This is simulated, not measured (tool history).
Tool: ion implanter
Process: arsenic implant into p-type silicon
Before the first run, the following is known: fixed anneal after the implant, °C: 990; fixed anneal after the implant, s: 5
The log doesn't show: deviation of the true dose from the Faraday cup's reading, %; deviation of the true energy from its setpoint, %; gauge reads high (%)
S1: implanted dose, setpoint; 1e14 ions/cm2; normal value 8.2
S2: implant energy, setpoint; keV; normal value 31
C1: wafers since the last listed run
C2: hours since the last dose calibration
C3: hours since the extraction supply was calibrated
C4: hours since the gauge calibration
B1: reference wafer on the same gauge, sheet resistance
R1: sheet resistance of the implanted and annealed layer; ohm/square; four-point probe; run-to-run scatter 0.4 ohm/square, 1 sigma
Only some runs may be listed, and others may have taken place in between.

| run | hour | S1 | S2 | C1 | C2 | C3 | C4 | B1 | R1 |
|---|---|---|---|---|---|---|---|---|---|
| 1 | 0 | 8.2 | 23 | 0 | 787 | 5873.8 | 216.6 | 133.92 | 162.29 |
| 2 | 32.1 | 8.2 | 23 | 305 | 819.1 | 5905.9 | 248.7 | 133.43 | 161.14 |
| 3 | 53.8 | 8.2 | 31 | 206 | 840.8 | 5927.6 | 270.4 | 133.38 | 148.95 |
|  | 54.9 | gauge calibrated |
| 4 | 69.9 | 8.2 | 31 | 153 | 856.9 | 5943.7 | 15 | 135.14 | 150.83 |
| 5 | 86.9 | 8.2 | 31 | 161 | 873.9 | 5960.7 | 32 | 134.93 | 150.52 |
| 6 | 148.6 | 8.2 | 31 | 586 | 935.6 | 6022.4 | 93.7 | 134.8 | 150.05 |
| 7 | 164.1 | 8.2 | 36.5 | 147 | 951.1 | 6037.9 | 109.2 | 134.57 | 143.93 |
|  | 174.9 | Faraday cup replaced and dose calibrated |
| 8 | 192.5 | 8.2 | 28.5 | 193 | 17.6 | 6066.3 | 137.6 | 134.66 | 154.17 |
| 9 | 213.8 | 8.2 | 31 | 202 | 38.9 | 6087.6 | 158.9 | 134.51 | 150.31 |
| 10 | 228.3 | 8.2 | 31 | 137 | 53.4 | 6102.1 | 173.4 | 134.39 | 149.52 |
| 11 | 249.4 | 6.81 | 21 | 200 | 74.5 | 6123.2 | 194.5 | 134.14 | 182.69 |
| 12 | 271.7 | 8.2 | 31 | 211 | 96.8 | 6145.5 | 216.8 | 134.02 | 149.26 |
|  | 288 | gauge calibrated |
| 13 | 299.4 | 6.96 | 23 | 263 | 124.5 | 6173.2 | 11.4 | 134.94 | 177.96 |
|  | 320 | extraction supply calibrated |
| 14 | 325.1 | 8.2 | 31 | 168 | 150.2 | 5.1 | 37.1 | 134.82 | 151.01 |
| 15 | 357.4 | 9.52 | 36.5 | 306 | 182.5 | 37.4 | 69.4 | 134.81 | 131.36 |
| 16 | 374.6 | 7.52 | 36.5 | 163 | 199.7 | 54.6 | 86.6 | 134.74 | 151.64 |
| 17 | 398.9 | 9.52 | 36.5 | 230 | 224 | 78.9 | 110.9 | 134.87 | 131.78 |
| 18 | 415.4 | 6.92 | 34.5 | 156 | 240.5 | 95.4 | 127.4 | 134.47 | 162.92 |
| 19 | 452.3 | 6.91 | 27.5 | 350 | 277.4 | 132.3 | 164.3 | 134.42 | 170.92 |
| 20 | 487.9 | 8.2 | 37 | 338 | 313 | 167.9 | 199.9 | 134.12 | 143.12 |

Across each entry between runs, compare the hidden state at the last listed run before it with the hidden state at the first listed run after it:
Between runs 3 and 4: gauge calibrated (hour 54.9)
  gauge reads high (%): -1.28 -> 0.00827
  measured result minus the result with no hidden state, R1: -1.92 -> +0.01 ohm/square
Between runs 7 and 8: Faraday cup replaced and dose calibrated (hour 174.9)
  gauge reads high (%): -0.172 -> -0.28
  measured result minus the result with no hidden state, R1: -0.25 -> -0.43 ohm/square
Between runs 12 and 13: gauge calibrated (hour 288)
  gauge reads high (%): -0.714 -> -0.0747
  measured result minus the result with no hidden state, R1: -1.08 -> -0.14 ohm/square
Between runs 13 and 14: extraction supply calibrated (hour 320)
  gauge reads high (%): -0.0747 -> -0.0939
  measured result minus the result with no hidden state, R1: -0.14 -> -0.14 ohm/square
